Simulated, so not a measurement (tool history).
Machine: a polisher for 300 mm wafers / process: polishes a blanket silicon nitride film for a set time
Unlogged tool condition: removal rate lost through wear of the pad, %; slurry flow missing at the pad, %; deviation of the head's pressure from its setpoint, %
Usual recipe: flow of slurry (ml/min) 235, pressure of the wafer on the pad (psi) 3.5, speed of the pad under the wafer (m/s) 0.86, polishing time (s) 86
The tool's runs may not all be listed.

run,hour,flow of slurry (ml/min),pressure of the wafer on the pad (psi),speed of the pad under the wafer (m/s),polishing time (s),wafers since the last listed run,wafers polished on this pad,hours since the slurry nozzle was cleaned,hours since the head pressure was calibrated,"incoming thickness of the incoming film, nm",film removed (Å)
1,0,235,3.5,0.86,74,0,531,72.9,676.7,498.9,1151
2,22.9,235,3.5,0.86,74,218,750,95.8,699.6,491.1,1116
3,36.3,235,3.5,0.86,86,127,878,109.2,713,483,1301
# hour 60.3: worn pad replaced by a new one
4,60.8,235,3.5,0.86,86,195,4,133.7,737.5,479.3,1360
5,107,235,3.5,0.86,86,441,445,179.9,783.7,490.4,1312
6,140.6,235,3.5,0.86,86,320,766,213.5,817.3,491.6,1274
7,153.5,235,3.5,0.86,86,123,889,226.4,830.2,487.1,1281
# hour 207.2: worn pad replaced by a new one
8,255.9,235,3.5,0.86,86,939,464,328.8,932.6,490.3,1295
9,283,235,3.5,0.86,75,258,723,355.9,959.7,484,1087
10,304.4,235,4,0.86,86,204,927,377.3,981.1,489.1,1437
11,329.2,235,4,0.86,86,236,1164,402.1,1005.9,487.7,1370
# hour 354.5: worn pad replaced by a new one
12,401.3,165,3.5,0.86,66,650,446,474.2,1078,488.9,937

Run 13 has not been measured yet. What should we expect?
# hour 404.5: slurry nozzle cleaned
13,421.8,300,4.6,0.74,105,186,632,17.3,1098.5,493.6,?

{"run 13": {"film removed (Å)": 1946}}
With the hidden condition absent and the run-to-run variation left alone, this run would have shown film removed (Å) 2260.
